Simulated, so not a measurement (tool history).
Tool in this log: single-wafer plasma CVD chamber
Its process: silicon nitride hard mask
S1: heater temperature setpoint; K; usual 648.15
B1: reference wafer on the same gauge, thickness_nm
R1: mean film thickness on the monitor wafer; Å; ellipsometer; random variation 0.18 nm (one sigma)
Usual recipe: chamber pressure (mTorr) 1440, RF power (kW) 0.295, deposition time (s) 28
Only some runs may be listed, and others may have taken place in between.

run 1 hour=0 | S1=648.15 chamber_pressure_(mTorr)=1550 RF_power_(kW)=0.295 deposition_time_(s)=28 | B1=29.788 | R1=305.86
run 2 hour=32.4 | S1=648.15 chamber_pressure_(mTorr)=1550 RF_power_(kW)=0.295 deposition_time_(s)=28 | B1=29.789 | R1=304.95
run 3 hour=50.6 | S1=648.15 chamber_pressure_(mTorr)=1440 RF_power_(kW)=0.295 deposition_time_(s)=28 | B1=29.792 | R1=299.64
run 4 hour=84.6 | S1=653.15 chamber_pressure_(mTorr)=1440 RF_power_(kW)=0.295 deposition_time_(s)=25.7 | B1=29.793 | R1=273.93
run 5 hour=108.5 | S1=653.15 chamber_pressure_(mTorr)=1440 RF_power_(kW)=0.295 deposition_time_(s)=25.7 | B1=29.836 | R1=275.28
run 6 hour=142.1 | S1=648.15 chamber_pressure_(mTorr)=1440 RF_power_(kW)=0.295 deposition_time_(s)=28 | B1=29.812 | R1=299.16
-- hour=155.7 RF generator calibrated
run 7 hour=159.2 | S1=648.15 chamber_pressure_(mTorr)=1440 RF_power_(kW)=0.295 deposition_time_(s)=28 | B1=29.801 | R1=291.85
run 8 hour=173.8 | S1=636.15 chamber_pressure_(mTorr)=1440 RF_power_(kW)=0.325 deposition_time_(s)=28 | B1=29.748 | R1=307.38
-- hour=252.5 thermocouple changed; heater temperature recalibrated
run 9 hour=257.4 | S1=637.15 chamber_pressure_(mTorr)=1770 RF_power_(kW)=0.26 deposition_time_(s)=28 | B1=29.798 | R1=287.65
-- hour=274.3 capacitance manometer re-zeroed and calibrated
run 10 hour=337.8 | S1=640.15 chamber_pressure_(mTorr)=1600 RF_power_(kW)=0.295 deposition_time_(s)=25.9 | B1=29.82 | R1=273.25
run 11 hour=365.6 | S1=660.15 chamber_pressure_(mTorr)=1440 RF_power_(kW)=0.295 deposition_time_(s)=29.4 | B1=29.786 | R1=304.52
-- hour=393.6 RF generator calibrated, repeated, since the last time left the tool worse
run 12 hour=394.1 | S1=648.15 chamber_pressure_(mTorr)=1550 RF_power_(kW)=0.295 deposition_time_(s)=28 | B1=29.784 | R1=310.75
-- hour=408.9 gauge calibrated
-- hour=495.1 showerhead replaced
run 13 hour=495.6 | S1=648.15 chamber_pressure_(mTorr)=1700 RF_power_(kW)=0.345 deposition_time_(s)=28 | B1=29.787 | R1=345.47
run 14 hour=526.8 | S1=634.15 chamber_pressure_(mTorr)=1440 RF_power_(kW)=0.295 deposition_time_(s)=28 | B1=29.792 | R1=306.96
run 15 hour=560.2 | S1=634.15 chamber_pressure_(mTorr)=1610 RF_power_(kW)=0.25 deposition_time_(s)=28 | B1=29.836 | R1=290.55
run 16 hour=654.8 | S1=660.15 chamber_pressure_(mTorr)=1440 RF_power_(kW)=0.295 deposition_time_(s)=29.4 | B1=29.81 | R1=317.95
run 17 hour=690.3 | S1=648.15 chamber_pressure_(mTorr)=1440 RF_power_(kW)=0.295 deposition_time_(s)=28 | B1=29.831 | R1=302.52
run 18 hour=709.6 | S1=648.15 chamber_pressure_(mTorr)=1440 RF_power_(kW)=0.33 deposition_time_(s)=28 | B1=29.763 | R1=320.91
run 19 hour=741.2 | S1=648.15 chamber_pressure_(mTorr)=1440 RF_power_(kW)=0.315 deposition_time_(s)=28 | B1=29.825 | R1=315.28
run 20 hour=758.1 | S1=654.15 chamber_pressure_(mTorr)=1230 RF_power_(kW)=0.295 deposition_time_(s)=23.2 | B1=29.794 | R1=239.87

Run 21 comes next. What will it give?
run 21 hour=776.7 | S1=648.15 chamber_pressure_(mTorr)=1340 RF_power_(kW)=0.295 deposition_time_(s)=28 | B1=? | R1=?

B1: 29.828
R1: 293.43 Å
Minus the tool's unlogged condition, the same run would have read R1 297.35 Å.

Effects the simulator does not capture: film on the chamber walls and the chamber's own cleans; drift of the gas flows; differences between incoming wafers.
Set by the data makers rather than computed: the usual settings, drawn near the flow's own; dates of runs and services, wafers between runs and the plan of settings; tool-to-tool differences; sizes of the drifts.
